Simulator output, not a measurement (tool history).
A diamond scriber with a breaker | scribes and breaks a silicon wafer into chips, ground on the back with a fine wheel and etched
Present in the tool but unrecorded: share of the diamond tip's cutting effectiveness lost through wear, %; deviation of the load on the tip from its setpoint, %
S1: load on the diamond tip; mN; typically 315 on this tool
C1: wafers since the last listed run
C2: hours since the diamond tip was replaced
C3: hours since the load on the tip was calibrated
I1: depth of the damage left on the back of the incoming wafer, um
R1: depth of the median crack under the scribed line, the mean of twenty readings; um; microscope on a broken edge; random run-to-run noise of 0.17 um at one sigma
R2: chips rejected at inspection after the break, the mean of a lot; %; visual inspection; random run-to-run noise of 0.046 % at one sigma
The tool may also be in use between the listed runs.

run	day	S1	C1	C2	C3	I1	R1	R2
1	0.000	259	0	282.4	608.7	0.56	9.92	16.66
2	0.954	285	68	305.3	631.6	0.70	10.75	9.52
3	2.162	371	86	334.3	660.6	0.40	12.82	1.12
4	3.188	371	73	358.9	685.2	0.64	12.72	1.24
5	4.225	371	74	383.8	710.1	0.46	12.86	1.46
6	5.346	338	80	410.7	737.0	0.66	11.89	3.93
7	6.579	338	88	440.3	766.6	0.72	11.48	4.52
8	7.179	338	42	454.7	781.0	0.35	11.77	4.39
9	8.592	315	101	488.6	814.9	0.79	11.14	7.66
# day 8.912: diamond tip replaced by a new one
10	9.638	384	68	17.4	840.0	0.76	13.90	0.61
# day 9.912: load on the tip recalibrated
11	10.650	278	66	41.7	17.7	0.33	12.37	2.41
12	12.129	366	105	77.2	53.2	0.44	15.01	2.28
13	12.700	223	40	90.9	66.9	0.69	10.26	16.67
14	13.479	397	55	109.6	85.6	0.73	15.68	4.30
15	14.221	339	53	127.4	103.4	0.50	14.00	0.73
16	15.092	277	62	148.3	124.3	0.77	11.72	4.10
17	16.088	397	71	172.2	148.2	0.65	15.29	2.91
18	18.154	278	147	221.8	197.8	0.78	11.75	4.90
19	19.225	345	76	247.5	223.5	0.48	13.68	0.69

For each entry between runs, how does the tool's hidden state at the last listed run before it compare with that at the first listed run after it?
Between runs 9 and 10: diamond tip replaced by a new one (day 8.912)
  share of the diamond tip's cutting effectiveness lost through wear, %: 10.8 -> 1.4; deviation of the load on the tip from its setpoint, %: -15.5 -> -15.9
  measured less the result without the state, R1: -2.51 -> -2.09 um; R2: +7.05 -> -3.69 %
Between runs 10 and 11: load on the tip recalibrated (day 9.912)
  share of the diamond tip's cutting effectiveness lost through wear, %: 1.4 -> 2.7; deviation of the load on the tip from its setpoint, %: -15.9 -> 2.31
  measured less the result without the state, R1: -2.09 -> -0.02 um; R2: -3.69 -> +0.05 %
